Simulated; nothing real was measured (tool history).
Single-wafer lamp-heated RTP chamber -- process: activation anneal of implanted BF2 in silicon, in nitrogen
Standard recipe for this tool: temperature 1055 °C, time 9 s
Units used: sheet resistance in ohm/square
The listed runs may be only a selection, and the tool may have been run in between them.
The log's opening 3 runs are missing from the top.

| run | hour | temperature | time | wafers since the last listed run | wafers since the last pyrometer calibration | wafers since the reflector plate was cleaned | hours since the gauge calibration | read-back reference wafer on the same gauge, sheet resistance | sheet resistance |
|---|---|---|---|---|---|---|---|---|---|
| 4 | 45.9 | 1040 | 7 | 256 | 377 | 3892 | 331.1 | 295.17 | 349.69 |
| 5 | 59.2 | 1040 | 7 | 209 | 586 | 4101 | 344.4 | 295.18 | 349.13 |
| 6 | 72.5 | 1055 | 9 | 209 | 795 | 4310 | 357.7 | 295.05 | 349.57 |
| 7 | 82.5 | 1055 | 9 | 157 | 952 | 4467 | 367.7 | 295.09 | 348.56 |
| 8 | 92.3 | 1055 | 9 | 154 | 1106 | 4621 | 377.5 | 295.08 | 347.27 |
| 9 | 107 | 1055 | 9 | 231 | 1338 | 4853 | 392.2 | 295.08 | 349.51 |
| 10 | 120.5 | 1055 | 9 | 212 | 1550 | 5065 | 405.7 | 295.07 | 347.51 |
| 11 | 132.9 | 1055 | 9 | 195 | 1745 | 5260 | 418.1 | 294.78 | 347.43 |
| 12 | 141.5 | 1055 | 9 | 135 | 1880 | 5395 | 426.7 | 294.89 | 348.4 |
| 13 | 159.5 | 1055 | 9 | 283 | 2163 | 5678 | 444.7 | 295.04 | 348.04 |
| 14 | 174.8 | 1055 | 9 | 240 | 2404 | 5919 | 460 | 294.81 | 349.11 |
| 15 | 186.5 | 1055 | 9 | 184 | 2588 | 6103 | 471.7 | 295 | 347.7 |
|  | 195.8 | gauge calibrated |
| 16 | 199.6 | 1076 | 9 | 206 | 2794 | 6309 | 3.8 | 298.55 | 351.87 |
| 17 | 213.1 | 1076 | 9 | 212 | 3006 | 6521 | 17.3 | 298.28 | 351.1 |
| 18 | 229.3 | 1044 | 9 | 254 | 3261 | 6776 | 33.5 | 297.86 | 352.17 |
| 19 | 238.1 | 1028 | 9 | 138 | 3399 | 6915 | 42.3 | 297.54 | 352.61 |
| 20 | 245.9 | 1055 | 13 | 122 | 3522 | 7037 | 50.1 | 297.43 | 349.05 |
| 21 | 253.2 | 1055 | 7 | 114 | 3637 | 7152 | 57.4 | 297.22 | 353.47 |
| 22 | 260.5 | 1082 | 5 | 114 | 3752 | 7267 | 64.7 | 297.19 | 353.02 |

Forecast run 23:
| 23 | 277.1 | 1055 | 9 | 261 | 4013 | 7528 | 81.3 | ? | ? |

read-back reference wafer on the same gauge, sheet resistance: 297.04
sheet resistance: 349.92 ohm/square
With no hidden state in the tool, this same run would have given sheet resistance 352.26 ohm/square.
